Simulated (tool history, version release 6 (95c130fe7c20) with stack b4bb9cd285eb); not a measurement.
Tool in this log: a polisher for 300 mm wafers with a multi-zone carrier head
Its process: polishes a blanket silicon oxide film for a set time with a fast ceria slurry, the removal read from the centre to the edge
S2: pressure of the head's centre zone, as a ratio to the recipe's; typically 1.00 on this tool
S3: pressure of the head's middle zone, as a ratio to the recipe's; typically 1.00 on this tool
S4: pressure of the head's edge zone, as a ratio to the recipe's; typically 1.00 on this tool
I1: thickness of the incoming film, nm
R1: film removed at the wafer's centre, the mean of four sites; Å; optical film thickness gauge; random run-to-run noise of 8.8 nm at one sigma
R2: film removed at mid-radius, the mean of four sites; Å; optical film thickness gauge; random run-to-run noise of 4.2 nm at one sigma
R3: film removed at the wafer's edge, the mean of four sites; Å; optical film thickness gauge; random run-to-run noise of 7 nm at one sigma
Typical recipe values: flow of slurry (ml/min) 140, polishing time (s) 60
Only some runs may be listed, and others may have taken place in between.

run 1 hour=0.0 | flow_of_slurry_(ml/min)=140 S2=1.00 S3=1.00 S4=1.00 polishing_time_(s)=47 | I1=3132.1 | R1=4365 R2=4915 R3=4874
-- hour=49.5 centre zone pressure recalibrated
-- hour=179.6 slurry nozzle cleaned
run 2 hour=287.9 | flow_of_slurry_(ml/min)=140 S2=1.00 S3=1.00 S4=1.00 polishing_time_(s)=47 | I1=3077.0 | R1=4682 R2=5045 R3=5055
run 3 hour=377.6 | flow_of_slurry_(ml/min)=140 S2=1.00 S3=1.00 S4=1.00 polishing_time_(s)=47 | I1=3139.4 | R1=4731 R2=5038 R3=4992
-- hour=433.6 worn pad replaced by a new one
run 4 hour=461.5 | flow_of_slurry_(ml/min)=140 S2=1.00 S3=1.00 S4=1.00 polishing_time_(s)=71 | I1=3104.6 | R1=6709 R2=7520 R3=7383
run 5 hour=506.0 | flow_of_slurry_(ml/min)=140 S2=1.00 S3=1.00 S4=1.00 polishing_time_(s)=71 | I1=3190.6 | R1=6833 R2=7433 R3=7303
run 6 hour=612.1 | flow_of_slurry_(ml/min)=140 S2=1.00 S3=1.00 S4=1.00 polishing_time_(s)=71 | I1=3161.6 | R1=6596 R2=7395 R3=7223
-- hour=627.2 slurry nozzle cleaned
-- hour=700.0 carrier head's membrane replaced by a new one
run 7 hour=703.9 | flow_of_slurry_(ml/min)=140 S2=1.00 S3=0.97 S4=1.00 polishing_time_(s)=60 | I1=3092.3 | R1=5929 R2=6367 R3=6448
-- hour=745.8 centre zone pressure recalibrated
run 8 hour=747.7 | flow_of_slurry_(ml/min)=105 S2=1.00 S3=0.90 S4=1.00 polishing_time_(s)=70 | I1=3146.9 | R1=6891 R2=6681 R3=7139
run 9 hour=810.8 | flow_of_slurry_(ml/min)=140 S2=0.89 S3=1.00 S4=1.00 polishing_time_(s)=39 | I1=3101.2 | R1=3562 R2=4217 R3=4121
run 10 hour=876.9 | flow_of_slurry_(ml/min)=140 S2=1.00 S3=1.00 S4=0.90 polishing_time_(s)=51 | I1=3145.2 | R1=4987 R2=5470 R3=5056
-- hour=950.4 worn pad replaced by a new one
run 11 hour=952.0 | flow_of_slurry_(ml/min)=140 S2=1.00 S3=1.00 S4=1.00 polishing_time_(s)=60 | I1=3124.0 | R1=5939 R2=6366 R3=6182
run 12 hour=1009.7 | flow_of_slurry_(ml/min)=125 S2=1.00 S3=1.08 S4=1.00 polishing_time_(s)=41 | I1=3133.5 | R1=3836 R2=4541 R3=4186
run 13 hour=1048.5 | flow_of_slurry_(ml/min)=155 S2=1.00 S3=1.00 S4=1.00 polishing_time_(s)=60 | I1=3166.9 | R1=5730 R2=6325 R3=6289
run 14 hour=1115.8 | flow_of_slurry_(ml/min)=140 S2=1.00 S3=1.00 S4=1.00 polishing_time_(s)=60 | I1=3105.9 | R1=5491 R2=6175 R3=6114
-- hour=1139.1 slurry nozzle cleaned
-- hour=1148.6 edge zone pressure recalibrated
run 15 hour=1219.7 | flow_of_slurry_(ml/min)=125 S2=0.91 S3=1.00 S4=1.05 polishing_time_(s)=69 | I1=3119.1 | R1=5929 R2=7459 R3=7390
run 16 hour=1311.0 | flow_of_slurry_(ml/min)=140 S2=1.00 S3=1.00 S4=0.89 polishing_time_(s)=60 | I1=3086.2 | R1=5904 R2=6440 R3=5895
run 17 hour=1382.7 | flow_of_slurry_(ml/min)=105 S2=0.93 S3=1.00 S4=1.00 polishing_time_(s)=60 | I1=3094.6 | R1=4942 R2=6215 R3=6032
-- hour=1404.9 worn pad replaced by a new one
run 18 hour=1438.6 | flow_of_slurry_(ml/min)=140 S2=1.00 S3=1.00 S4=1.00 polishing_time_(s)=60 | I1=3121.3 | R1=5535 R2=6310 R3=6231
-- hour=1473.7 centre zone pressure recalibrated
run 19 hour=1524.1 | flow_of_slurry_(ml/min)=140 S2=1.00 S3=1.00 S4=1.00 polishing_time_(s)=42 | I1=3136.3 | R1=4164 R2=4368 R3=4328
run 20 hour=1631.2 | flow_of_slurry_(ml/min)=110 S2=1.00 S3=1.00 S4=1.08 polishing_time_(s)=69 | I1=3106.6 | R1=6292 R2=6831 R3=7201
-- hour=1652.7 slurry nozzle cleaned
run 21 hour=1730.0 | flow_of_slurry_(ml/min)=140 S2=1.00 S3=1.12 S4=1.00 polishing_time_(s)=60 | I1=3082.4 | R1=6030 R2=7202 R3=6312
run 22 hour=1769.2 | flow_of_slurry_(ml/min)=170 S2=1.00 S3=1.07 S4=1.00 polishing_time_(s)=60 | I1=3088.4 | R1=5975 R2=7060 R3=6608

4 ways to go on from here, each from the tool as it stands after run 22. What would each give?
run A hour=1769.6 | flow_of_slurry_(ml/min)=140 S2=1.00 S3=1.00 S4=1.00 polishing_time_(s)=60 | I1=3070.8 | R1=? R2=? R3=?
run B hour=1769.6 | flow_of_slurry_(ml/min)=140 S2=1.08 S3=1.00 S4=1.00 polishing_time_(s)=43 | I1=3070.8 | R1=? R2=? R3=?
run C hour=1769.6 | flow_of_slurry_(ml/min)=100 S2=1.00 S3=1.00 S4=1.00 polishing_time_(s)=44 | I1=3070.8 | R1=? R2=? R3=?
run D hour=1769.6 | flow_of_slurry_(ml/min)=140 S2=1.00 S3=1.00 S4=1.09 polishing_time_(s)=60 | I1=3070.8 | R1=? R2=? R3=?

run=A R1=5912 R2=6531 R3=6276
run=B R1=4580 R2=4679 R3=4498
run=C R1=4113 R2=4574 R3=4457
run=D R1=5912 R2=6530 R3=6549
Stripped of hidden state, with their random variation kept, the same runs would have yielded:
run=A R1=6373 R2=6621 R3=6339
run=B R1=4936 R2=4743 R3=4543
run=C R1=4449 R2=4650 R3=4509
run=D R1=6373 R2=6620 R3=6614
